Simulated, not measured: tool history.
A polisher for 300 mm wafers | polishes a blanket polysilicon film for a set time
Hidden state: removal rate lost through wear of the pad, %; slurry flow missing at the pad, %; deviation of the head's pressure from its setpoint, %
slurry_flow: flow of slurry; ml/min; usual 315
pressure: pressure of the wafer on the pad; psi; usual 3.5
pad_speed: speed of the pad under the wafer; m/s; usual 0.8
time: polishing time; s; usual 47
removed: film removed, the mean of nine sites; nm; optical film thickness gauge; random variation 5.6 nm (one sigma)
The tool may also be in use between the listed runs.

run     day  slurry_flow  pressure  pad_speed  time  wafers since the last listed run  wafers polished on this pad  hours since the slurry nozzle was cleaned  hours since the head pressure was calibrated  incoming thickness of the incoming film, nm  removed
  1   0.000          315       3.5        0.8    47                                 0                         1003                                      210.7                                         769.8                                       1109.8    470.7
  2   5.617          315       3.5        0.8    47                              2283                         3286                                      345.5                                         904.6                                       1099.9    484.1
  3   7.946          315       3.5        0.8    47                               946                         4233                                      401.4                                         960.5                                       1104.9    474.0
     12.096  -- worn pad replaced by a new one
  4  16.225          315       3.5        0.8    47                              3297                         1677                                      600.1                                        1159.2                                       1102.2    485.9
  5  18.283          365       3.5        0.8    47                               836                         2514                                      649.5                                        1208.6                                       1110.6    495.6
     23.092  -- slurry nozzle cleaned
  6  23.917          365       3.5        0.8    47                              2272                         4787                                       19.8                                        1343.8                                       1120.3    502.8
  7  25.258          315       3.5        0.8    47                               545                         5332                                       52.0                                        1376.0                                       1113.4    505.2
     26.988  -- worn pad replaced by a new one
  8  28.054          270       3.5        0.8    47                              1068                          434                                      119.1                                        1443.1                                       1116.3    513.8
     29.096  -- head pressure recalibrated
  9  30.254          270       3.5        0.8    47                               860                         1294                                      171.9                                          27.8                                       1108.3    453.0
 10  36.529          270       3.5        0.8    47                              2550                         3845                                      322.5                                         178.4                                       1119.5    454.0
 11  39.312          315       3.0        0.8    57                              1131                         4976                                      389.3                                         245.2                                       1118.0    503.3
     40.642  -- worn pad replaced by a new one
 12  40.662          315       3.0        0.8    57                               481                            8                                      421.7                                         277.6                                       1109.6    500.6
 13  42.042          315       3.5        0.8    47                               560                          569                                      454.8                                         310.7                                       1107.5    471.6
 14  44.683          315       3.5        0.8    47                              1073                         1642                                      518.2                                         374.1                                       1099.5    466.0
 15  46.788          315       3.5        0.8    47                               855                         2498                                      568.7                                         424.6                                       1103.5    467.9
 16  48.867          350       3.5        0.8    47                               845                         3343                                      618.6                                         474.5                                       1123.6    467.2

Forecast run 17:
 17  49.950          315       3.5        0.8    47                               440                         3783                                      644.6                                         500.5                                       1132.1        ?

removed: 462.2 nm
Without the tool's hidden state the same run would have given removed 462.9 nm.
